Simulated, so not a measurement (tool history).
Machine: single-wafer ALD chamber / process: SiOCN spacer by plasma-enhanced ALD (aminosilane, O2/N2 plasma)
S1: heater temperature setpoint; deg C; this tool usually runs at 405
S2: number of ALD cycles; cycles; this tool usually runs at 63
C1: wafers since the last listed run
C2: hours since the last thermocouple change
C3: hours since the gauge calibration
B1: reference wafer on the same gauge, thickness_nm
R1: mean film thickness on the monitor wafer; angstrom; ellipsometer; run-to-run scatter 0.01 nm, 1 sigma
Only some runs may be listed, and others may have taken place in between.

run 1 hour=0.0 | S1=410 S2=63 | C1=0 C2=2386.1 C3=425.8 | B1=3.700 | R1=39.57
run 2 hour=63.9 | S1=410 S2=63 | C1=219 C2=2450.0 C3=489.7 | B1=3.700 | R1=39.46
run 3 hour=160.0 | S1=410 S2=63 | C1=330 C2=2546.1 C3=585.8 | B1=3.700 | R1=39.32
run 4 hour=210.7 | S1=409 S2=56 | C1=174 C2=2596.8 C3=636.5 | B1=3.701 | R1=35.14
run 5 hour=283.3 | S1=405 S2=63 | C1=249 C2=2669.4 C3=709.1 | B1=3.699 | R1=40.10
run 6 hour=330.2 | S1=405 S2=63 | C1=161 C2=2716.3 C3=756.0 | B1=3.702 | R1=40.15
run 7 hour=392.1 | S1=405 S2=63 | C1=212 C2=2778.2 C3=817.9 | B1=3.699 | R1=40.12
run 8 hour=466.7 | S1=410 S2=63 | C1=256 C2=2852.8 C3=892.5 | B1=3.700 | R1=39.68
-- hour=561.4 thermocouple changed; heater temperature recalibrated
run 9 hour=573.7 | S1=397 S2=73 | C1=340 C2=12.3 C3=999.5 | B1=3.699 | R1=47.12
-- hour=637.3 gauge calibrated
run 10 hour=671.6 | S1=395 S2=55 | C1=336 C2=110.2 C3=34.3 | B1=3.700 | R1=35.78
run 11 hour=752.0 | S1=420 S2=60 | C1=276 C2=190.6 C3=114.7 | B1=3.698 | R1=36.30
run 12 hour=812.0 | S1=394 S2=63 | C1=206 C2=250.6 C3=174.7 | B1=3.697 | R1=40.61
run 13 hour=885.1 | S1=392 S2=63 | C1=251 C2=323.7 C3=247.8 | B1=3.702 | R1=40.63
run 14 hour=960.1 | S1=412 S2=63 | C1=257 C2=398.7 C3=322.8 | B1=3.699 | R1=39.24
run 15 hour=1015.9 | S1=396 S2=70 | C1=191 C2=454.5 C3=378.6 | B1=3.700 | R1=45.36

Take each entry between the runs: how does the hidden state at the last listed run before it differ from the hidden state at the first listed run after it?
In the gap between runs 8 and 9: thermocouple changed; heater temperature recalibrated (hour 561.4)
  both runs share identical hidden conditions
In the gap between runs 9 and 10: gauge calibrated (hour 637.3)
  both runs share identical hidden conditions
